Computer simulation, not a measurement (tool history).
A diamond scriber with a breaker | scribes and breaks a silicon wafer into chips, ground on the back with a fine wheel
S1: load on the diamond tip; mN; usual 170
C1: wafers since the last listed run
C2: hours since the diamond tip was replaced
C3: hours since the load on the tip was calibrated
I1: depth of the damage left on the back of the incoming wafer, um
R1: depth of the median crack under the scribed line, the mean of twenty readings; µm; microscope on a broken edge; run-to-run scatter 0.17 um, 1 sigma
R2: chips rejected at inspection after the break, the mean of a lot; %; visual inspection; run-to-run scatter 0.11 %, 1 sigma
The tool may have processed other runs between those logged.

run   hour   S1  C1     C2     C3    I1     R1    R2
  1      0  205   0    719  396.2  2.76  14.84  3.21
  2    8.1  205  16  727.1  404.3  1.61  14.84  2.94
  3   18.4  139  21  737.4  414.6  2.52  12.39  2.99
  4   29.6  139  23  748.6  425.8  2.47  12.78  3.37
  5   36.9  139  15  755.9  433.1  2.66  12.33  3.29
  6   44.2  147  15  763.2  440.4   2.4  12.83  2.45
  7   62.1  147  37  781.1  458.3  2.03  12.79   2.3
  8   80.1  170  37  799.1  476.3  2.63   13.7   1.9
  9   89.8  170  20  808.8    486  2.84  13.41     2
 10  105.8  170  33  824.8    502  2.69  13.51  1.98
 11  114.8  192  18  833.8    511  1.67   14.4  1.63
 12    126  192  23    845  522.2  1.81  14.11  1.79
 13  143.9  192  37  862.9  540.1  2.98  14.47  2.57
 14  156.1  195  25  875.1  552.3  2.42   14.7   2.3
 15  165.2  202  19  884.2  561.4  1.63  14.89  2.28
 16  174.3  126  19  893.3  570.5  1.69  11.87  4.95
     184.7  -- diamond tip replaced by a new one
 17    204  189  58   19.3  600.2   2.8  14.43  2.22
 18  212.3  214  17   27.6  608.5  2.56  15.16  4.03
 19  226.5  217  29   41.8  622.7  2.51  15.61   3.7
 20  237.9  170  23   53.2  634.1  2.67  13.82  1.79
 21  252.2  186  29   67.5  648.4  2.83  14.31  1.83
     272.6  -- load on the tip recalibrated
 22  299.1  149  94  114.4   26.5  1.88  12.82   1.7
 23  314.7  127  32    130   42.1  2.04  12.03  4.11
 24  329.7  170  31    145   57.1   1.9  13.85  1.21
 25  340.6  190  22  155.9     68  1.92  14.43  1.86
 26  350.8  153  21  166.1   78.2  2.32   12.9  1.85

What if the next run were any one of these 5? Each begins from the tool's condition after run 26:
  A  351.5  154   1  166.8  78.9  2.5   ?   ?
  B  351.5  140   1  166.8  78.9  2.5   ?   ?
  C  351.5  122   1  166.8  78.9  2.5   ?   ?
  D  351.5  138   1  166.8  78.9  2.5   ?   ?
  E  351.5  206   1  166.8  78.9  2.5   ?   ?

run     R1    R2
  A  12.68  1.97
  B  12.16  3.01
  C  11.48  5.43
  D  12.08  3.22
  E  14.52  2.83
Stripped of hidden state, with their random variation kept, the same runs would have yielded:
run     R1    R2
  A  12.68  1.97
  B  12.16  3.01
  C  11.48  5.43
  D  12.08  3.22
  E  14.52  2.83

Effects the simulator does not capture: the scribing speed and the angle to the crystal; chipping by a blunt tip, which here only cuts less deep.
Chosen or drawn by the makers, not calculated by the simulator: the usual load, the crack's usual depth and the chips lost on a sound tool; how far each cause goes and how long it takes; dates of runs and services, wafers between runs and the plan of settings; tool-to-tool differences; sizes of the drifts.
